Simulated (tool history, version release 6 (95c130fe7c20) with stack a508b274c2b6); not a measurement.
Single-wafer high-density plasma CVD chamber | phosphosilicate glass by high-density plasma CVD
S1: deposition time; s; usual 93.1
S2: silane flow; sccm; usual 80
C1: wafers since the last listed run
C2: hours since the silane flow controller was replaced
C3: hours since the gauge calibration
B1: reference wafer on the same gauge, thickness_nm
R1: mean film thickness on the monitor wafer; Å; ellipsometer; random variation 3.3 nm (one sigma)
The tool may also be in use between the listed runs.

run    hour     S1  S2    C1      C2      C3       B1       R1
  1       0   82.5  89     0  3494.1     617  777.479  7283.84
  2    61.5   82.5  89   710  3555.6   678.5  777.267  7363.56
  3   100.7   82.5  89   453  3594.8   717.7  777.275  7267.56
  4   175.7   86.4  89   866  3669.8   792.7  776.754  7723.41
  5     217   78.2  80   477  3711.1     834  777.282  6491.51
  6   306.4   93.1  80  1033  3800.5   923.4  776.983  7740.58
  7   584.9   93.1  80  3219    4079  1201.9  776.963  7721.83
  8   672.9   93.1  80  1017    4167  1289.9  777.261  7721.75
  9     722   93.1  80   567  4216.1    1339  777.482  7739.07
 10   814.7   93.1  80  1071  4308.8  1431.7  776.895  7725.89
 11   865.4   93.1  80   586  4359.5  1482.4  776.898  7710.73
      948.3  -- silane flow controller replaced
 12   948.8   93.1  80   871     0.5  1565.8  776.078   7510.6
 13  1034.8   93.1  80   994    86.5  1651.8  777.614  7552.54
 14  1096.9   93.1  80   717   148.6  1713.9  776.694  7518.21
 15  1174.6   84.3  65   898   226.3  1791.6  776.547  5998.13
 16  1230.8   93.1  80   649   282.5  1847.8   776.99  7613.98
     1314.1  -- gauge calibrated
 17  1547.8   83.3  93  3664   599.5   233.7  776.149  7574.51
 18  1599.6   82.5  89   598   651.3   285.5   776.98  7292.53
 19    1676   75.8  90   883   727.7   361.9  777.376  6789.98
 20  1735.9  108.7  80   692   787.6   421.8  776.548  9001.38
 21    1815   84.2  80   914   866.7   500.9  777.014  6941.91
 22  1916.7   93.1  80  1175   968.4   602.6  777.309  7688.61
 23  1988.7   93.1  87   832  1040.4   674.6  776.841   8144.4
 24  2073.4   93.1  80   979  1125.1   759.3  777.054  7720.53
 25    2176   83.2  74  1186  1227.7   861.9  776.687  6595.87
 26  2215.4   83.3  93   455  1267.1   901.3  776.988  7667.72
 27    2280   93.1  90   746  1331.7   965.9  776.854  8426.44
 28    2342   93.1  80   716  1393.7  1027.9  777.021  7754.79

Forecast each of these 3 alternatives for the next run:
  A  2342.4   93.1  80   4  1394.1  1028.3   ?   ?
  B  2342.4  104.2  80   4  1394.1  1028.3   ?   ?
  C  2342.4   87.7  89   4  1394.1  1028.3   ?   ?

run       B1       R1
  A  776.737  7755.56
  B  776.737  8680.23
  C  776.737  7853.14
Without the tool's hidden state the same runs would have given:
run       R1
  A  7539.06
  B  8437.91
  C  7633.91
